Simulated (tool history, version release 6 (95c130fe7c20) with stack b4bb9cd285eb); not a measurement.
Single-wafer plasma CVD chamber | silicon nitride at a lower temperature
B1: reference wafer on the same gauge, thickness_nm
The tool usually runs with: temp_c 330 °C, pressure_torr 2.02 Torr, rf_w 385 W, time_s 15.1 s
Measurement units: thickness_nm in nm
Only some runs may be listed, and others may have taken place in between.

{"run": 1, "hour": 0.0, "temp_c": 330, "pressure_torr": 2.02, "rf_w": 365, "time_s": 15.1, "B1": 27.383, "thickness_nm": 23.945}
{"hour": 11.3, "done": "gauge calibrated"}
{"run": 2, "hour": 33.8, "temp_c": 330, "pressure_torr": 2.02, "rf_w": 365, "time_s": 15.1, "B1": 27.403, "thickness_nm": 23.94}
{"run": 3, "hour": 51.8, "temp_c": 330, "pressure_torr": 2.02, "rf_w": 385, "time_s": 17.1, "B1": 27.39, "thickness_nm": 27.624}
{"run": 4, "hour": 73.4, "temp_c": 330, "pressure_torr": 2.02, "rf_w": 385, "time_s": 17.1, "B1": 27.416, "thickness_nm": 27.583}
{"run": 5, "hour": 101.8, "temp_c": 330, "pressure_torr": 2.02, "rf_w": 385, "time_s": 17.1, "B1": 27.401, "thickness_nm": 27.518}
{"run": 6, "hour": 124.1, "temp_c": 330, "pressure_torr": 2.02, "rf_w": 385, "time_s": 15.1, "B1": 27.401, "thickness_nm": 24.307}
{"run": 7, "hour": 138.5, "temp_c": 330, "pressure_torr": 2.02, "rf_w": 385, "time_s": 15.1, "B1": 27.413, "thickness_nm": 24.296}
{"run": 8, "hour": 163.9, "temp_c": 330, "pressure_torr": 2.02, "rf_w": 385, "time_s": 15.1, "B1": 27.392, "thickness_nm": 24.356}
{"hour": 201.0, "done": "capacitance manometer re-zeroed and calibrated"}
{"run": 9, "hour": 201.5, "temp_c": 330, "pressure_torr": 2.02, "rf_w": 385, "time_s": 15.1, "B1": 27.4, "thickness_nm": 24.332}
{"hour": 217.6, "done": "RF generator calibrated"}
{"run": 10, "hour": 233.5, "temp_c": 330, "pressure_torr": 1.66, "rf_w": 420, "time_s": 16.1, "B1": 27.393, "thickness_nm": 26.059}
{"run": 11, "hour": 262.7, "temp_c": 335, "pressure_torr": 1.61, "rf_w": 325, "time_s": 15.1, "B1": 27.41, "thickness_nm": 22.092}
{"run": 12, "hour": 293.9, "temp_c": 330, "pressure_torr": 2.02, "rf_w": 385, "time_s": 15.1, "B1": 27.414, "thickness_nm": 24.662}
{"hour": 311.7, "done": "gauge calibrated"}
{"hour": 319.7, "done": "showerhead replaced"}
{"run": 13, "hour": 320.2, "temp_c": 330, "pressure_torr": 2.02, "rf_w": 385, "time_s": 15.1, "B1": 27.384, "thickness_nm": 24.667}
{"run": 14, "hour": 345.6, "temp_c": 330, "pressure_torr": 2.02, "rf_w": 385, "time_s": 15.1, "B1": 27.397, "thickness_nm": 24.656}
{"hour": 383.0, "done": "thermocouple changed; heater temperature recalibrated"}
{"run": 15, "hour": 383.5, "temp_c": 338, "pressure_torr": 1.84, "rf_w": 460, "time_s": 14.1, "B1": 27.403, "thickness_nm": 23.869}
{"run": 16, "hour": 402.3, "temp_c": 330, "pressure_torr": 1.76, "rf_w": 385, "time_s": 15.1, "B1": 27.391, "thickness_nm": 23.797}
{"run": 17, "hour": 437.9, "temp_c": 330, "pressure_torr": 2.02, "rf_w": 385, "time_s": 17.1, "B1": 27.394, "thickness_nm": 27.79}
{"run": 18, "hour": 463.2, "temp_c": 330, "pressure_torr": 2.02, "rf_w": 420, "time_s": 15.1, "B1": 27.409, "thickness_nm": 25.251}
{"run": 19, "hour": 487.3, "temp_c": 324, "pressure_torr": 2.45, "rf_w": 425, "time_s": 17, "B1": 27.404, "thickness_nm": 29.827}

Consider 5 possible next runs. They are alternatives, not a sequence: every one starts from the tool as it was left by run 19. What does each give?
{"run": "A", "hour": 487.7, "temp_c": 330, "pressure_torr": 2.02, "rf_w": 355, "time_s": 15.1, "B1": "?", "thickness_nm": "?"}
{"run": "B", "hour": 487.7, "temp_c": 330, "pressure_torr": 1.86, "rf_w": 385, "time_s": 15.1, "B1": "?", "thickness_nm": "?"}
{"run": "C", "hour": 487.7, "temp_c": 330, "pressure_torr": 2.02, "rf_w": 385, "time_s": 16.3, "B1": "?", "thickness_nm": "?"}
{"run": "D", "hour": 487.7, "temp_c": 330, "pressure_torr": 2.02, "rf_w": 385, "time_s": 13.3, "B1": "?", "thickness_nm": "?"}
{"run": "E", "hour": 487.7, "temp_c": 330, "pressure_torr": 1.82, "rf_w": 385, "time_s": 15.1, "B1": "?", "thickness_nm": "?"}

run=A B1=27.392 thickness_nm=23.845
run=B B1=27.392 thickness_nm=24.074
run=C B1=27.392 thickness_nm=26.463
run=D B1=27.392 thickness_nm=21.602
run=E B1=27.392 thickness_nm=23.955
Take away the tool's hidden state, keep each run's random variation, and the runs would have read:
run=A thickness_nm=24.136
run=B thickness_nm=24.367
run=C thickness_nm=26.785
run=D thickness_nm=21.864
run=E thickness_nm=24.247

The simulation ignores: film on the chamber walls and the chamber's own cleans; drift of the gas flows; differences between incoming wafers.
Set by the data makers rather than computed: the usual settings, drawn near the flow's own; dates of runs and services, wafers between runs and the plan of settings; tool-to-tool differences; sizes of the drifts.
